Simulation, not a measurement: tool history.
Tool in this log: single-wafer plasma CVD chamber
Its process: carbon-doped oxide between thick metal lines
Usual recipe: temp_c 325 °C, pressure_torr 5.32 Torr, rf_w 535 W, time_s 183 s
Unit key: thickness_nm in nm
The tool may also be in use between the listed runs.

run,hour,temp_c,pressure_torr,rf_w,time_s,wafers since the last listed run,hours since the last thermocouple change,hours since the last RF generator calibration,hours since the last manometer calibration,hours since the showerhead was replaced,hours since the gauge calibration,"read-back reference wafer on the same gauge, thickness_nm",thickness_nm
1,0,325,5.32,535,183,0,999.8,967.9,1087,4837.3,664.8,909.388,1080.053
2,25.5,325,5.32,535,183,250,1025.3,993.4,1112.5,4862.8,690.3,910.234,1087.471
3,59.8,325,5.32,535,183,337,1059.6,1027.7,1146.8,4897.1,724.6,909.919,1085.468
4,75.1,325,5.32,535,183,150,1074.9,1043,1162.1,4912.4,739.9,909.957,1086.234
# hour 94.9: showerhead replaced
5,107.3,325,5.32,535,183,237,1107.1,1075.2,1194.3,12.4,772.1,910.177,1078.995
6,141.1,325,5.32,535,183,332,1140.9,1109,1228.1,46.2,805.9,909.505,1081.296
7,161.2,325,5.32,535,183,197,1161,1129.1,1248.2,66.3,826,910.465,1081.458
8,179.7,325,5.32,535,183,181,1179.5,1147.6,1266.7,84.8,844.5,909.816,1084.893
# hour 200.3: gauge calibrated
9,201.8,325,5.32,535,183,217,1201.6,1169.7,1288.8,106.9,1.5,910.344,1079.403
10,234.8,317,4.07,535,183,324,1234.6,1202.7,1321.8,139.9,34.5,910.956,1056.278
# hour 246.6: capacitance manometer re-zeroed and calibrated
11,258.3,336,5.32,535,193,152,1258.1,1226.2,11.7,163.4,58,909.785,1095.62
12,291.2,319,6.41,460,218,323,1291,1259.1,44.6,196.3,90.9,910.599,1207.132
13,305.9,337,5.32,535,183,144,1305.7,1273.8,59.3,211,105.6,909.302,1032.387
# hour 334.7: thermocouple changed; heater temperature recalibrated
14,335.2,314,5.32,630,183,209,0.5,1303.1,88.6,240.3,134.9,909.596,1238.461
15,356.5,319,4.72,535,160,209,21.8,1324.4,109.9,261.6,156.2,910.308,925.808
16,388.3,320,4.68,460,217,312,53.6,1356.2,141.7,293.4,188,909.774,1124.767
17,412.6,334,5.92,570,183,238,77.9,1380.5,166,317.7,212.3,910.01,1098.929
18,444.1,325,5.32,580,195,309,109.4,1412,197.5,349.2,243.8,909.658,1201.793
19,464.9,325,5.32,535,183,204,130.2,1432.8,218.3,370,264.6,910.544,1059.078
# hour 493.6: RF generator calibrated
20,494.1,325,5.32,535,183,208,159.4,0.5,247.5,399.2,293.8,910.293,1067.595
21,509,333,6.05,445,183,146,174.3,15.4,262.4,414.1,308.7,909.901,926.515
22,531.7,325,5.32,535,183,223,197,38.1,285.1,436.8,331.4,909.468,1060.755
# hour 554: thermocouple changed; heater temperature recalibrated, repeated, since the last time left the tool worse
23,554.5,325,5.32,535,183,145,0.5,60.9,307.9,459.6,354.2,908.929,1089.6
24,582.4,331,5.32,635,183,274,28.4,88.8,335.8,487.5,382.1,910.551,1200.266
25,611.2,325,5.32,455,183,283,57.2,117.6,364.6,516.3,410.9,909.174,981.053
26,623.6,325,5.32,535,183,121,69.6,130,377,528.7,423.3,910.39,1099.646
27,714.3,310,6.23,435,183,891,160.3,220.7,467.7,619.4,514,910.544,1016.204
28,730,325,5.32,535,183,154,176,236.4,483.4,635.1,529.7,909.343,1091.357

Consider 4 possible next runs. They are alternatives, not a sequence: every one starts from the tool as it was left by run 28. What does each give?
A,730.5,330,5.32,535,183,4,176.5,236.9,483.9,635.6,530.2,?,?
B,730.5,318,6.53,535,183,4,176.5,236.9,483.9,635.6,530.2,?,?
C,730.5,338,4.53,465,171,4,176.5,236.9,483.9,635.6,530.2,?,?
D,730.5,325,5.32,605,149,4,176.5,236.9,483.9,635.6,530.2,?,?

run,"read-back reference wafer on the same gauge, thickness_nm",thickness_nm
A,910.129,1069.005
B,910.129,1152.434
C,910.129,852.959
D,910.129,962.971
Stripped of hidden state, with their random variation kept, the same runs would have yielded:
run,thickness_nm
A,1070.062
B,1153.84
C,853.753
D,964.013
